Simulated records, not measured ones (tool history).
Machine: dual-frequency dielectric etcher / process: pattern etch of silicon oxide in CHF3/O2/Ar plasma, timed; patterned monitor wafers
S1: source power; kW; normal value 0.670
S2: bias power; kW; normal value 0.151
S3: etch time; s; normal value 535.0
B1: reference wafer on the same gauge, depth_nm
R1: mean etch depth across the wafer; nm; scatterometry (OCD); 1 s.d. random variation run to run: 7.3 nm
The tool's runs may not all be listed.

run    hour     S1     S2     S3      B1      R1
  1     0.0  0.670  0.151  535.0  1069.9  1120.7
  2    54.7  0.670  0.151  535.0  1069.4  1122.4
      136.7  -- wet clean of the chamber
  3   144.4  0.790  0.151  535.0  1069.4  1136.9
  4   181.7  0.790  0.151  535.0  1070.1  1151.7
  5   264.2  0.790  0.151  535.0  1070.9  1162.7
      352.1  -- bias power generator calibrated
  6   387.2  0.590  0.151  629.5  1070.2  1238.4
      416.4  -- gauge calibrated
  7   485.9  0.590  0.151  629.5  1069.4  1277.7
      514.6  -- upper electrode replaced, of another model than before
  8   532.2  0.840  0.151  535.0  1070.6  1270.0
      555.5  -- source power generator calibrated
      598.2  -- wet clean of the chamber
  9   598.7  0.670  0.151  421.5  1070.4   852.1
 10   626.6  0.790  0.151  455.5  1069.2   991.1
 11   695.0  0.670  0.151  591.5  1069.6  1204.1
 12   731.4  0.670  0.151  535.0  1069.0  1096.1
 13   834.9  0.670  0.151  626.5  1070.2  1302.5
 14   940.6  0.670  0.151  535.0  1070.4  1117.8
     1033.9  -- wet clean of the chamber
 15  1034.3  0.670  0.151  535.0  1069.8  1079.0

4 ways to go on from here, each from the tool as it stands after run 15. What would each give?
  A  1034.9  0.670  0.151  535.0   ?   ?
  B  1034.9  0.580  0.129  415.0   ?   ?
  C  1034.9  0.540  0.123  457.0   ?   ?
  D  1034.9  0.790  0.134  457.5   ?   ?

run      B1      R1
  A  1069.4  1078.6
  B  1069.4   713.9
  C  1069.4   737.5
  D  1069.4   930.8
What these runs would have given with no unlogged condition in the tool:
run      R1
  A  1074.8
  B   711.4
  C   734.9
  D   927.5

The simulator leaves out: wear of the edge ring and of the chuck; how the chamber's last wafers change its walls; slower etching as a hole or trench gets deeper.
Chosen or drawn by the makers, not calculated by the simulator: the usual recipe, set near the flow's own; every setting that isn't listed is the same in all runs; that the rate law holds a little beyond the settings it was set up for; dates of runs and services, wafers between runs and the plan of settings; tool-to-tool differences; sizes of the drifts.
